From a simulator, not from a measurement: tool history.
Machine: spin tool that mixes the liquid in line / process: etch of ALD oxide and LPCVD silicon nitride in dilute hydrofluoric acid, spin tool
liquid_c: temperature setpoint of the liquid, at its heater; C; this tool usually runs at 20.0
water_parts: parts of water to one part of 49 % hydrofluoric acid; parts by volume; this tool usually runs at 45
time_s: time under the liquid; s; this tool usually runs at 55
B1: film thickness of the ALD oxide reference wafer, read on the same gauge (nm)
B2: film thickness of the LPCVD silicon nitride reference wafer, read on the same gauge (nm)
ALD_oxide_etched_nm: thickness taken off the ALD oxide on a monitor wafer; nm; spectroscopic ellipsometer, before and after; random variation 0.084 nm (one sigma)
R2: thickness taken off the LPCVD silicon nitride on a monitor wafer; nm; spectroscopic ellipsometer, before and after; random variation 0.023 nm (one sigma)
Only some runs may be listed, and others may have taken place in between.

run 1 hour=0.0 | liquid_c=20.0 water_parts=45 time_s=55 | B1=49.99 B2=149.957 | ALD_oxide_etched_nm=10.50 R2=0.420
run 2 hour=7.8 | liquid_c=20.0 water_parts=50 time_s=55 | B1=49.98 B2=150.007 | ALD_oxide_etched_nm=9.36 R2=0.387
run 3 hour=25.7 | liquid_c=20.0 water_parts=50 time_s=55 | B1=50.01 B2=149.961 | ALD_oxide_etched_nm=9.58 R2=0.394
run 4 hour=37.3 | liquid_c=20.0 water_parts=45 time_s=55 | B1=50.00 B2=149.973 | ALD_oxide_etched_nm=10.40 R2=0.428
run 5 hour=44.7 | liquid_c=20.0 water_parts=45 time_s=55 | B1=50.06 B2=150.036 | ALD_oxide_etched_nm=10.49 R2=0.423
run 6 hour=52.7 | liquid_c=20.0 water_parts=45 time_s=55 | B1=49.98 B2=150.026 | ALD_oxide_etched_nm=10.29 R2=0.425
run 7 hour=65.8 | liquid_c=24.0 water_parts=40 time_s=85 | B1=50.02 B2=150.065 | ALD_oxide_etched_nm=21.72 R2=0.983
-- hour=68.8 gauge calibrated
run 8 hour=82.3 | liquid_c=17.0 water_parts=45 time_s=40 | B1=50.02 B2=150.003 | ALD_oxide_etched_nm=6.67 R2=0.255
run 9 hour=91.1 | liquid_c=20.0 water_parts=45 time_s=55 | B1=50.02 B2=149.990 | ALD_oxide_etched_nm=10.45 R2=0.411
run 10 hour=99.2 | liquid_c=23.0 water_parts=45 time_s=55 | B1=50.00 B2=150.009 | ALD_oxide_etched_nm=11.81 R2=0.558
run 11 hour=105.6 | liquid_c=20.0 water_parts=45 time_s=55 | B1=49.99 B2=150.024 | ALD_oxide_etched_nm=10.30 R2=0.445
run 12 hour=113.0 | liquid_c=21.5 water_parts=40 time_s=35 | B1=50.02 B2=149.999 | ALD_oxide_etched_nm=7.87 R2=0.351
run 13 hour=120.7 | liquid_c=17.0 water_parts=60 time_s=55 | B1=49.96 B2=150.001 | ALD_oxide_etched_nm=6.59 R2=0.234
run 14 hour=129.7 | liquid_c=20.0 water_parts=30 time_s=55 | B1=49.94 B2=150.049 | ALD_oxide_etched_nm=15.62 R2=0.615
run 15 hour=137.5 | liquid_c=20.0 water_parts=45 time_s=55 | B1=49.98 B2=149.978 | ALD_oxide_etched_nm=10.15 R2=0.418
run 16 hour=144.9 | liquid_c=24.0 water_parts=65 time_s=30 | B1=50.01 B2=150.033 | ALD_oxide_etched_nm=4.49 R2=0.207
run 17 hour=162.2 | liquid_c=20.0 water_parts=40 time_s=85 | B1=49.98 B2=150.012 | ALD_oxide_etched_nm=17.90 R2=0.773
-- hour=171.2 thermometer replaced
run 18 hour=178.4 | liquid_c=24.0 water_parts=45 time_s=80 | B1=50.00 B2=149.989 | ALD_oxide_etched_nm=18.91 R2=0.910
run 19 hour=193.2 | liquid_c=18.5 water_parts=60 time_s=30 | B1=49.97 B2=150.008 | ALD_oxide_etched_nm=4.16 R2=0.177
run 20 hour=203.2 | liquid_c=20.0 water_parts=45 time_s=35 | B1=49.99 B2=150.034 | ALD_oxide_etched_nm=7.01 R2=0.278
run 21 hour=215.4 | liquid_c=20.0 water_parts=55 time_s=55 | B1=49.98 B2=150.015 | ALD_oxide_etched_nm=8.78 R2=0.368
run 22 hour=231.6 | liquid_c=21.5 water_parts=45 time_s=55 | B1=49.99 B2=150.008 | ALD_oxide_etched_nm=11.62 R2=0.517
run 23 hour=247.6 | liquid_c=18.0 water_parts=55 time_s=40 | B1=50.02 B2=149.955 | ALD_oxide_etched_nm=5.91 R2=0.229
run 24 hour=260.7 | liquid_c=18.0 water_parts=45 time_s=55 | B1=50.02 B2=149.992 | ALD_oxide_etched_nm=9.93 R2=0.413
run 25 hour=268.6 | liquid_c=23.5 water_parts=25 time_s=65 | B1=50.04 B2=149.986 | ALD_oxide_etched_nm=27.01 R2=1.261
run 26 hour=275.7 | liquid_c=24.0 water_parts=45 time_s=80 | B1=50.01 B2=149.985 | ALD_oxide_etched_nm=18.38 R2=0.892
run 27 hour=283.9 | liquid_c=24.5 water_parts=35 time_s=75 | B1=49.96 B2=150.001 | ALD_oxide_etched_nm=23.20 R2=1.041

The same runs without the tool's hidden state, with the same run-to-run variation:
The tool's hidden condition here consists of: liquid colder than its thermometer reads (K); hydrofluoric acid flow below the setpoint (%); gauge reads high (%).
run=1 ALD_oxide_etched_nm=11.35 R2=0.475
run=2 ALD_oxide_etched_nm=10.13 R2=0.439
run=3 ALD_oxide_etched_nm=10.41 R2=0.449
run=4 ALD_oxide_etched_nm=11.33 R2=0.489
run=5 ALD_oxide_etched_nm=11.45 R2=0.485
run=6 ALD_oxide_etched_nm=11.25 R2=0.488
run=7 ALD_oxide_etched_nm=23.76 R2=1.130
run=8 ALD_oxide_etched_nm=7.36 R2=0.297
run=9 ALD_oxide_etched_nm=11.53 R2=0.478
run=10 ALD_oxide_etched_nm=13.02 R2=0.648
run=11 ALD_oxide_etched_nm=11.40 R2=0.520
run=12 ALD_oxide_etched_nm=8.71 R2=0.410
run=13 ALD_oxide_etched_nm=7.32 R2=0.276
run=14 ALD_oxide_etched_nm=17.39 R2=0.724
run=15 ALD_oxide_etched_nm=11.31 R2=0.494
run=16 ALD_oxide_etched_nm=4.99 R2=0.243
run=17 ALD_oxide_etched_nm=20.06 R2=0.920
run=18 ALD_oxide_etched_nm=19.60 R2=0.951
run=19 ALD_oxide_etched_nm=4.33 R2=0.186
run=20 ALD_oxide_etched_nm=7.31 R2=0.293
run=21 ALD_oxide_etched_nm=9.18 R2=0.389
run=22 ALD_oxide_etched_nm=12.20 R2=0.550
run=23 ALD_oxide_etched_nm=6.23 R2=0.245
run=24 ALD_oxide_etched_nm=10.50 R2=0.444
run=25 ALD_oxide_etched_nm=28.56 R2=1.356
run=26 ALD_oxide_etched_nm=19.47 R2=0.962
run=27 ALD_oxide_etched_nm=24.62 R2=1.125
